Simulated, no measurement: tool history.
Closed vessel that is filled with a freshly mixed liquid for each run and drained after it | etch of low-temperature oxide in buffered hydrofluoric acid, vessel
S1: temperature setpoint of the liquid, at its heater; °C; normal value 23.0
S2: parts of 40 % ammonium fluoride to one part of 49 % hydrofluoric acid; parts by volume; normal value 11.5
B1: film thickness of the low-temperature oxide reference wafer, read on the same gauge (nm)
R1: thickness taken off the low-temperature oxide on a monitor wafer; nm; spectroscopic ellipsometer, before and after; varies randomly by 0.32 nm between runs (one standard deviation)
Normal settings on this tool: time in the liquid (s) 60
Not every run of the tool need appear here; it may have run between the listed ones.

Run 1, hour 0.0: usual settings but S1 20.5 °C; B1 150.80. Result: R1 91.68 nm.
Run 2, hour 29.1: usual settings but S1 20.5 °C; B1 150.88. Result: R1 91.78 nm.
Run 3, hour 57.7: usual settings but S1 20.5 °C; B1 150.94. Result: R1 91.92 nm.
Run 4, hour 124.6: usual settings but S2 10.5 parts by volume; B1 151.09. Result: R1 115.73 nm.
Run 5, hour 179.7: usual settings but S2 10.5 parts by volume; B1 151.20. Result: R1 115.57 nm.
Run 6, hour 240.0: usual settings but S2 10.5 parts by volume; B1 151.31. Result: R1 115.75 nm.
At hour 300.3: hydrofluoric acid flow meter replaced.
Run 7, hour 301.4: usual settings but S1 27.5 °C; B1 151.48. Result: R1 134.91 nm.
Run 8, hour 329.7: usual settings but S1 28.0 °C, S2 8.5 parts by volume, time in the liquid (s) 50; B1 151.56. Result: R1 151.40 nm.
At hour 358.3: thermometer replaced.
Run 9, hour 378.5: usual settings but S1 19.0 °C, S2 13.0 parts by volume, time in the liquid (s) 30; B1 151.65. Result: R1 37.98 nm.
Run 10, hour 434.1: usual settings; B1 151.77. Result: R1 105.95 nm.
Run 11, hour 477.8: usual settings but S1 26.0 °C, S2 15.0 parts by volume; B1 151.87. Result: R1 96.75 nm.
Run 12, hour 547.0: usual settings but S1 27.0 °C, S2 15.5 parts by volume, time in the liquid (s) 40; B1 152.02. Result: R1 65.97 nm.
Run 13, hour 584.7: usual settings; B1 152.11. Result: R1 106.45 nm.
Run 14, hour 626.7: usual settings but S2 10.0 parts by volume; B1 152.20. Result: R1 122.41 nm.
Run 15, hour 668.2: usual settings but S1 25.5 °C, time in the liquid (s) 30; B1 152.29. Result: R1 60.99 nm.
Run 16, hour 738.9: usual settings but S2 10.5 parts by volume; B1 152.49. Result: R1 116.87 nm.
Run 17, hour 800.2: usual settings; B1 152.59. Result: R1 107.15 nm.
Run 18, hour 867.1: usual settings but S2 8.5 parts by volume; B1 152.74. Result: R1 140.20 nm.
At hour 913.7: hydrofluoric acid flow meter replaced.
Run 19, hour 930.3: usual settings but S1 25.5 °C, S2 13.5 parts by volume; B1 152.89. Result: R1 105.38 nm.
Run 20, hour 965.6: usual settings but S1 27.0 °C, S2 15.0 parts by volume, time in the liquid (s) 70; B1 152.95. Result: R1 120.05 nm.
Run 21, hour 1002.5: usual settings but S2 9.0 parts by volume; B1 153.05. Result: R1 131.35 nm.
Run 22, hour 1054.4: usual settings but S1 19.5 °C; B1 153.17. Result: R1 88.35 nm.
Run 23, hour 1121.4: usual settings but S1 21.5 °C, S2 8.0 parts by volume, time in the liquid (s) 75; B1 153.33. Result: R1 172.39 nm.
Run 24, hour 1160.4: usual settings but S1 27.5 °C, time in the liquid (s) 45; B1 153.43. Result: R1 102.38 nm.
Run 25, hour 1210.7: usual settings but S2 15.5 parts by volume; B1 153.50. Result: R1 80.61 nm.
Run 26, hour 1246.9: usual settings but S1 25.0 °C, S2 14.5 parts by volume, time in the liquid (s) 35; B1 153.60. Result: R1 55.92 nm.
Run 27, hour 1297.9: usual settings; B1 153.73. Result: R1 107.72 nm.
Run 28, hour 1369.0: usual settings but S1 28.0 °C, S2 8.5 parts by volume, time in the liquid (s) 50; B1 153.88. Result: R1 153.95 nm.
Run 29, hour 1439.4: usual settings; B1 154.03. Result: R1 108.17 nm.
Run 30, hour 1493.1: usual settings but S2 14.5 parts by volume, time in the liquid (s) 45; B1 154.16. Result: R1 64.43 nm.
Run 31, hour 1553.3: usual settings but S1 27.5 °C, time in the liquid (s) 50; B1 154.29. Result: R1 114.52 nm.

A few steps of R1 between consecutive runs. Split each: what settings, incoming material and random variation would produce without the hidden state, and what is left over for the hidden state, along with gauge scatter present in only one of the two compared results (measured, and without hidden state):
The tool's hidden condition here consists of: liquid colder than its thermometer reads (K); hydrofluoric acid flow below the setpoint (%); gauge reads high (%).
Run 8 -> 9: S1 28.0 -> 19.0, S2 8.5 -> 13.0, time in the liquid (s) 50 -> 30, thermometer replaced. R1 -113.42 nm: hidden state -1.13, all else -112.29.
Run 22 -> 23: S1 19.5 -> 21.5, S2 11.5 -> 8.0, time in the liquid (s) 60 -> 75. R1 +84.04 nm: hidden state +1.91, all else +82.13.
Run 23 -> 24: S1 21.5 -> 27.5, S2 8.0 -> 11.5, time in the liquid (s) 75 -> 45. R1 -70.01 nm: hidden state -1.47, all else -68.54.
Run 30 -> 31: S1 23.0 -> 27.5, S2 14.5 -> 11.5, time in the liquid (s) 45 -> 50. R1 +50.09 nm: hidden state +1.46, all else +48.63.
